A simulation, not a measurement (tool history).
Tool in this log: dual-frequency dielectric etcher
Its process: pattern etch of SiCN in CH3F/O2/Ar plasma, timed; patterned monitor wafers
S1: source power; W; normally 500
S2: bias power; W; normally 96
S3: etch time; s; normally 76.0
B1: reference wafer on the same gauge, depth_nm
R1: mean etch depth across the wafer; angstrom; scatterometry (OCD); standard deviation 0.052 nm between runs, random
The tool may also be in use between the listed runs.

Run 1, hour 0.0: usual settings; B1 36.80. Result: R1 337.3 angstrom.
Run 2, hour 21.1: usual settings; B1 36.80. Result: R1 336.2 angstrom.
Run 3, hour 37.8: usual settings but S3 94.0 s; B1 36.82. Result: R1 416.0 angstrom.
At hour 64.1: bias power generator calibrated.
At hour 66.4: gauge calibrated.
Run 4, hour 67.2: usual settings but S3 94.0 s; B1 36.81. Result: R1 414.5 angstrom.
Run 5, hour 95.0: usual settings but S3 62.5 s; B1 36.81. Result: R1 275.7 angstrom.
Run 6, hour 114.6: usual settings but S3 62.5 s; B1 36.80. Result: R1 275.8 angstrom.
Run 7, hour 149.9: usual settings but S3 62.5 s; B1 36.79. Result: R1 274.8 angstrom.
Run 8, hour 162.2: usual settings but S1 410 W; B1 36.81. Result: R1 307.3 angstrom.
Run 9, hour 180.2: usual settings but S1 410 W, S3 70.0 s; B1 36.80. Result: R1 282.5 angstrom.
Run 10, hour 195.6: usual settings but S1 530 W, S2 108 W, S3 82.5 s; B1 36.81. Result: R1 386.3 angstrom.
Run 11, hour 230.8: usual settings but S1 570 W, S2 108 W; B1 36.81. Result: R1 366.0 angstrom.
At hour 264.4: wet clean of the chamber.
Run 12, hour 264.9: usual settings; B1 36.81. Result: R1 337.8 angstrom.
Run 13, hour 278.2: usual settings; B1 36.79. Result: R1 337.5 angstrom.
At hour 292.3: source power generator calibrated.
Run 14, hour 304.4: usual settings but S2 109 W, S3 84.5 s; B1 36.83. Result: R1 398.7 angstrom.
Run 15, hour 331.2: usual settings; B1 36.83. Result: R1 342.9 angstrom.

Expected results for the next run?
Run 16, hour 346.4: usual settings but S3 68.0 s; B1 ?. Result: R1 ?.

Run 16 yielded B1 36.79, R1 307.4 angstrom.
With the hidden condition absent and the run-to-run variation left alone, this run would have shown R1 308.5 angstrom.
